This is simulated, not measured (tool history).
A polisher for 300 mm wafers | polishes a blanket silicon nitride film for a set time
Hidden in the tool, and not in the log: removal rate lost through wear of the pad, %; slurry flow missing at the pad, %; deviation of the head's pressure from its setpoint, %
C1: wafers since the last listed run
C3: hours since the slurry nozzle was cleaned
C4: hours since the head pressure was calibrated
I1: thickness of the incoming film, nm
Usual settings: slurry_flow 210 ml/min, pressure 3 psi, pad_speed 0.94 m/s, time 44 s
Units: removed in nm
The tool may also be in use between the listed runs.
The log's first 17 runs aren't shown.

{"run": 18, "hour": 206.0, "slurry_flow": 210, "pressure": 3, "pad_speed": 0.86, "time": 41, "C1": 185, "wafers polished on this pad": 1349, "C3": 36.1, "C4": 231.4, "I1": 556.6, "removed": 55.2}
{"hour": 212.7, "done": "worn pad replaced by a new one"}
{"run": 19, "hour": 223.7, "slurry_flow": 210, "pressure": 3, "pad_speed": 0.66, "time": 44, "C1": 173, "wafers polished on this pad": 139, "C3": 53.8, "C4": 249.1, "I1": 558, "removed": 48.1}
{"run": 20, "hour": 235.6, "slurry_flow": 230, "pressure": 2.4, "pad_speed": 0.94, "time": 44, "C1": 150, "wafers polished on this pad": 290, "C3": 65.7, "C4": 261, "I1": 560.2, "removed": 55.1}
{"run": 21, "hour": 249.5, "slurry_flow": 165, "pressure": 3, "pad_speed": 1.2, "time": 44, "C1": 176, "wafers polished on this pad": 466, "C3": 79.6, "C4": 274.9, "I1": 566.6, "removed": 74.7}
{"run": 22, "hour": 258.5, "slurry_flow": 210, "pressure": 3.7, "pad_speed": 0.94, "time": 44, "C1": 114, "wafers polished on this pad": 580, "C3": 88.6, "C4": 283.9, "I1": 569.6, "removed": 74.2}
{"run": 23, "hour": 268.0, "slurry_flow": 155, "pressure": 3.4, "pad_speed": 1.08, "time": 50, "C1": 120, "wafers polished on this pad": 701, "C3": 98.1, "C4": 293.4, "I1": 564.4, "removed": 84.4}
{"run": 24, "hour": 285.5, "slurry_flow": 145, "pressure": 3, "pad_speed": 0.94, "time": 44, "C1": 221, "wafers polished on this pad": 923, "C3": 115.6, "C4": 310.9, "I1": 553.5, "removed": 60}
{"run": 25, "hour": 295.5, "slurry_flow": 210, "pressure": 3, "pad_speed": 0.94, "time": 34, "C1": 126, "wafers polished on this pad": 1049, "C3": 125.6, "C4": 320.9, "I1": 547.8, "removed": 49.4}
{"run": 26, "hour": 313.0, "slurry_flow": 210, "pressure": 2.5, "pad_speed": 0.8, "time": 30, "C1": 221, "wafers polished on this pad": 1271, "C3": 143.1, "C4": 338.4, "I1": 554.2, "removed": 33.9}
{"hour": 322.3, "done": "worn pad replaced by a new one"}
{"run": 27, "hour": 327.4, "slurry_flow": 245, "pressure": 3.3, "pad_speed": 0.66, "time": 56, "C1": 131, "wafers polished on this pad": 64, "C3": 157.5, "C4": 352.8, "I1": 567.5, "removed": 66.2}
{"run": 28, "hour": 335.6, "slurry_flow": 210, "pressure": 3.5, "pad_speed": 0.94, "time": 44, "C1": 103, "wafers polished on this pad": 168, "C3": 165.7, "C4": 361, "I1": 556.9, "removed": 71.7}
{"run": 29, "hour": 342.6, "slurry_flow": 210, "pressure": 3, "pad_speed": 0.94, "time": 44, "C1": 88, "wafers polished on this pad": 256, "C3": 172.7, "C4": 368, "I1": 562.7, "removed": 64.2}
{"run": 30, "hour": 357.7, "slurry_flow": 210, "pressure": 3.6, "pad_speed": 0.94, "time": 44, "C1": 191, "wafers polished on this pad": 448, "C3": 187.8, "C4": 383.1, "I1": 560.8, "removed": 72.3}
{"hour": 384.0, "done": "head pressure recalibrated"}
{"run": 31, "hour": 401.9, "slurry_flow": 210, "pressure": 3, "pad_speed": 0.94, "time": 32, "C1": 534, "wafers polished on this pad": 982, "C3": 232, "C4": 17.9, "I1": 563.7, "removed": 47.2}
{"hour": 412.9, "done": "worn pad replaced by a new one"}
{"run": 32, "hour": 413.4, "slurry_flow": 210, "pressure": 3.5, "pad_speed": 0.94, "time": 44, "C1": 95, "wafers polished on this pad": 6, "C3": 243.5, "C4": 29.4, "I1": 558.7, "removed": 71.2}
{"run": 33, "hour": 417.0, "slurry_flow": 210, "pressure": 3.5, "pad_speed": 0.94, "time": 44, "C1": 45, "wafers polished on this pad": 52, "C3": 247.1, "C4": 33, "I1": 563.5, "removed": 71.3}
{"run": 34, "hour": 429.7, "slurry_flow": 210, "pressure": 3, "pad_speed": 1.18, "time": 44, "C1": 160, "wafers polished on this pad": 213, "C3": 259.8, "C4": 45.7, "I1": 559.1, "removed": 76.2}
{"run": 35, "hour": 475.0, "slurry_flow": 175, "pressure": 2.6, "pad_speed": 0.8, "time": 38, "C1": 574, "wafers polished on this pad": 787, "C3": 305.1, "C4": 91, "I1": 551.1, "removed": 42.7}
{"run": 36, "hour": 491.3, "slurry_flow": 170, "pressure": 3.9, "pad_speed": 1.02, "time": 58, "C1": 206, "wafers polished on this pad": 994, "C3": 321.4, "C4": 107.3, "I1": 555.7, "removed": 106}
{"run": 37, "hour": 504.2, "slurry_flow": 210, "pressure": 3, "pad_speed": 0.94, "time": 44, "C1": 163, "wafers polished on this pad": 1157, "C3": 334.3, "C4": 120.2, "I1": 567.3, "removed": 63.3}

4 ways to go on from here, each from the tool as it stands after run 37. What would each give?
{"run": "A", "hour": 504.6, "slurry_flow": 210, "pressure": 3, "pad_speed": 0.94, "time": 44, "C1": 5, "wafers polished on this pad": 1162, "C3": 334.7, "C4": 120.6, "I1": 550.3, "removed": "?"}
{"run": "B", "hour": 504.6, "slurry_flow": 210, "pressure": 2.1, "pad_speed": 0.76, "time": 44, "C1": 5, "wafers polished on this pad": 1162, "C3": 334.7, "C4": 120.6, "I1": 550.3, "removed": "?"}
{"run": "C", "hour": 504.6, "slurry_flow": 210, "pressure": 3, "pad_speed": 0.94, "time": 31, "C1": 5, "wafers polished on this pad": 1162, "C3": 334.7, "C4": 120.6, "I1": 550.3, "removed": "?"}
{"run": "D", "hour": 504.6, "slurry_flow": 210, "pressure": 3, "pad_speed": 1.24, "time": 44, "C1": 5, "wafers polished on this pad": 1162, "C3": 334.7, "C4": 120.6, "I1": 550.3, "removed": "?"}

run=A removed=63.8
run=B removed=42.4
run=C removed=44.9
run=D removed=79.6
Without the tool's hidden state the same runs would have given:
run=A removed=63.8
run=B removed=42.4
run=C removed=44.9
run=D removed=79.6

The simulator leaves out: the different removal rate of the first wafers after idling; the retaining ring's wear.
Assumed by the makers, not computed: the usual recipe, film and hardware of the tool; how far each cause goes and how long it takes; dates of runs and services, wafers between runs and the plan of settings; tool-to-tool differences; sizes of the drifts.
